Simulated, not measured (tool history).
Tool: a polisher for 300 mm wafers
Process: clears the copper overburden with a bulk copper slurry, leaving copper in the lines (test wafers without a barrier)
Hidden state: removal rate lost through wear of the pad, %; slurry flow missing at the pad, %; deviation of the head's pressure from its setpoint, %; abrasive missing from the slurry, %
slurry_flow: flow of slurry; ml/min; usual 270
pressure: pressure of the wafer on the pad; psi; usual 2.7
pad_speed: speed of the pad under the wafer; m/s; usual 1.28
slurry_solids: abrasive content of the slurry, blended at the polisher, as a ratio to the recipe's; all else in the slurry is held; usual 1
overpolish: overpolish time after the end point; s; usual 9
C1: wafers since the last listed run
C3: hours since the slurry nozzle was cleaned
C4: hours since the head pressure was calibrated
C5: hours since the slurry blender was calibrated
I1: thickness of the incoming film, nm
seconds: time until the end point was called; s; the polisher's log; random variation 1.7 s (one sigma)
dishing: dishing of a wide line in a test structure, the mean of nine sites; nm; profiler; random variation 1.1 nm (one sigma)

run 1 hour=0 | slurry_flow=270 pressure=2.7 pad_speed=1.28 slurry_solids=1 overpolish=9 | C1=0 wafers_polished_on_this_pad=394 C3=19 C4=474.9 C5=18.2 | I1=1129.5 | seconds=86.7 dishing=70.6
run 2 hour=101.1 | slurry_flow=270 pressure=2.7 pad_speed=1.28 slurry_solids=1 overpolish=9 | C1=783 wafers_polished_on_this_pad=1178 C3=120.1 C4=576 C5=119.3 | I1=1133.1 | seconds=87.3 dishing=72.1
-- hour=162.3 worn pad replaced by a new one
run 3 hour=198.1 | slurry_flow=270 pressure=2.7 pad_speed=1.28 slurry_solids=1 overpolish=9 | C1=720 wafers_polished_on_this_pad=277 C3=217.1 C4=673 C5=216.3 | I1=1127 | seconds=84.9 dishing=71.3
run 4 hour=235.1 | slurry_flow=270 pressure=2.7 pad_speed=1.28 slurry_solids=1 overpolish=9 | C1=286 wafers_polished_on_this_pad=564 C3=254.1 C4=710 C5=253.3 | I1=1122.8 | seconds=85.8 dishing=72.9
-- hour=255.7 slurry blender recalibrated
run 5 hour=293.6 | slurry_flow=270 pressure=2.7 pad_speed=1.28 slurry_solids=1 overpolish=9 | C1=437 wafers_polished_on_this_pad=1002 C3=312.6 C4=768.5 C5=37.9 | I1=1120.7 | seconds=84 dishing=72.9
run 6 hour=350.1 | slurry_flow=270 pressure=2.7 pad_speed=1.28 slurry_solids=1 overpolish=9 | C1=437 wafers_polished_on_this_pad=1440 C3=369.1 C4=825 C5=94.4 | I1=1096.3 | seconds=82 dishing=72.8
-- hour=387.9 head pressure recalibrated
-- hour=413.3 worn pad replaced by a new one
run 7 hour=413.8 | slurry_flow=270 pressure=2.7 pad_speed=1.28 slurry_solids=1 overpolish=9 | C1=447 wafers_polished_on_this_pad=3 C3=432.8 C4=25.9 C5=158.1 | I1=1134.6 | seconds=92.4 dishing=66.7
-- hour=469 slurry blender recalibrated
-- hour=649.3 slurry nozzle cleaned
run 8 hour=655.6 | slurry_flow=295 pressure=2.1 pad_speed=1.28 slurry_solids=1 overpolish=13 | C1=1851 wafers_polished_on_this_pad=1855 C3=6.3 C4=267.7 C5=186.6 | I1=1122.6 | seconds=113.6 dishing=75.3
-- hour=665 worn pad replaced by a new one
-- hour=736.4 slurry blender recalibrated
run 9 hour=747.2 | slurry_flow=270 pressure=2.7 pad_speed=0.88 slurry_solids=1 overpolish=9 | C1=663 wafers_polished_on_this_pad=621 C3=97.9 C4=359.3 C5=10.8 | I1=1130.5 | seconds=127.1 dishing=54.4
run 10 hour=853.4 | slurry_flow=295 pressure=2.1 pad_speed=1.28 slurry_solids=1 overpolish=13 | C1=823 wafers_polished_on_this_pad=1444 C3=204.1 C4=465.5 C5=117 | I1=1140.6 | seconds=110.1 dishing=77.2
-- hour=919.6 worn pad replaced by a new one
run 11 hour=937.5 | slurry_flow=325 pressure=3.4 pad_speed=1.4 slurry_solids=0.9 overpolish=9 | C1=620 wafers_polished_on_this_pad=139 C3=288.2 C4=549.6 C5=201.1 | I1=1139.2 | seconds=62 dishing=93.1
-- hour=962.7 slurry blender recalibrated
run 12 hour=989.3 | slurry_flow=225 pressure=3.3 pad_speed=1.28 slurry_solids=1 overpolish=9 | C1=386 wafers_polished_on_this_pad=525 C3=340 C4=601.4 C5=26.6 | I1=1128.4 | seconds=70.2 dishing=83.4
run 13 hour=1089 | slurry_flow=270 pressure=1.8 pad_speed=1.28 slurry_solids=1 overpolish=9 | C1=772 wafers_polished_on_this_pad=1298 C3=439.7 C4=701.1 C5=126.3 | I1=1140 | seconds=125.7 dishing=51.3
run 14 hour=1150.9 | slurry_flow=270 pressure=3.5 pad_speed=1.28 slurry_solids=0.8 overpolish=9 | C1=479 wafers_polished_on_this_pad=1777 C3=501.6 C4=763 C5=188.2 | I1=1112.7 | seconds=69.2 dishing=87.4
-- hour=1158.7 worn pad replaced by a new one
-- hour=1203.5 slurry blender recalibrated
run 15 hour=1213.4 | slurry_flow=310 pressure=2.7 pad_speed=1.08 slurry_solids=0.9 overpolish=6 | C1=437 wafers_polished_on_this_pad=408 C3=564.1 C4=825.5 C5=9.9 | I1=1124.4 | seconds=103.9 dishing=46.1

The tool's hidden state at each run:
removal rate lost through wear of the pad, %: 0 in every run
slurry flow missing at the pad, %: 0 in every run
abrasive missing from the slurry, %: 0 in every run
H1: deviation of the head's pressure from its setpoint, %
run=1 H1=8.21
run=2 H1=8.86
run=3 H1=9.28
run=4 H1=9.41
run=5 H1=9.57
run=6 H1=9.7
run=7 H1=0.867
run=8 H1=7.82
run=9 H1=9.15
run=10 H1=10.2
run=11 H1=10.8
run=12 H1=11.1
run=13 H1=11.5
run=14 H1=11.6
run=15 H1=11.8
